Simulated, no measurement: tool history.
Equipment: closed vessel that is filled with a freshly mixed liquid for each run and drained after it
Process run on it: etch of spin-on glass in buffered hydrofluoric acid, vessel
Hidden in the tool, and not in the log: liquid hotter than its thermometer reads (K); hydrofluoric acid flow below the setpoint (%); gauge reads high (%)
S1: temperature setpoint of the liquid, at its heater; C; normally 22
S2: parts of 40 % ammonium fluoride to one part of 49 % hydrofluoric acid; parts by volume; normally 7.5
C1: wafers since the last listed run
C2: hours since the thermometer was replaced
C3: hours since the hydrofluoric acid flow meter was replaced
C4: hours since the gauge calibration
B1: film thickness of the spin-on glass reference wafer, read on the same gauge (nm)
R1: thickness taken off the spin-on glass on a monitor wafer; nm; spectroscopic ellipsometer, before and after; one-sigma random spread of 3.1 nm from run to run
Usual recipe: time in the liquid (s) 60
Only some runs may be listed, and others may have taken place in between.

Run 1, day 0: usual settings but time in the liquid (s) 75; C1 0; C2 2313.7; C3 835.9; C4 96.9; B1 50. Result: R1 555.99 nm.
Run 2, day 2.817: usual settings but time in the liquid (s) 75; C1 5872; C2 2381.3; C3 903.5; C4 164.5; B1 49.99. Result: R1 558.07 nm.
Run 3, day 5.75: usual settings but time in the liquid (s) 75; C1 6115; C2 2451.7; C3 973.9; C4 234.9; B1 49.99. Result: R1 564.36 nm.
Run 4, day 7.883: usual settings; C1 4447; C2 2502.9; C3 1025.1; C4 286.1; B1 49.99. Result: R1 450.37 nm.
Run 5, day 12.196: usual settings; C1 8990; C2 2606.4; C3 1128.6; C4 389.6; B1 49.99. Result: R1 452.43 nm.
Run 6, day 14.096: usual settings; C1 3961; C2 2652; C3 1174.2; C4 435.2; B1 50.01. Result: R1 460.58 nm.
At day 15.892: thermometer replaced.
At day 20.033: hydrofluoric acid flow meter replaced.
Run 7, day 21.175: usual settings; C1 14584; C2 126.8; C3 27.4; C4 605.1; B1 50.02. Result: R1 406.53 nm.

The next listed run, before its measurement:
At day 22.246: gauge calibrated.
Run 8, day 23.971: usual settings but S1 17 C, S2 6 parts by volume, time in the liquid (s) 40; C1 5828; C2 193.9; C3 94.5; C4 41.4; B1 ?. Result: R1 ?.

B1: 49.99
R1: 256.91 nm
Without the tool's hidden state the same run would have given R1 248.15 nm.

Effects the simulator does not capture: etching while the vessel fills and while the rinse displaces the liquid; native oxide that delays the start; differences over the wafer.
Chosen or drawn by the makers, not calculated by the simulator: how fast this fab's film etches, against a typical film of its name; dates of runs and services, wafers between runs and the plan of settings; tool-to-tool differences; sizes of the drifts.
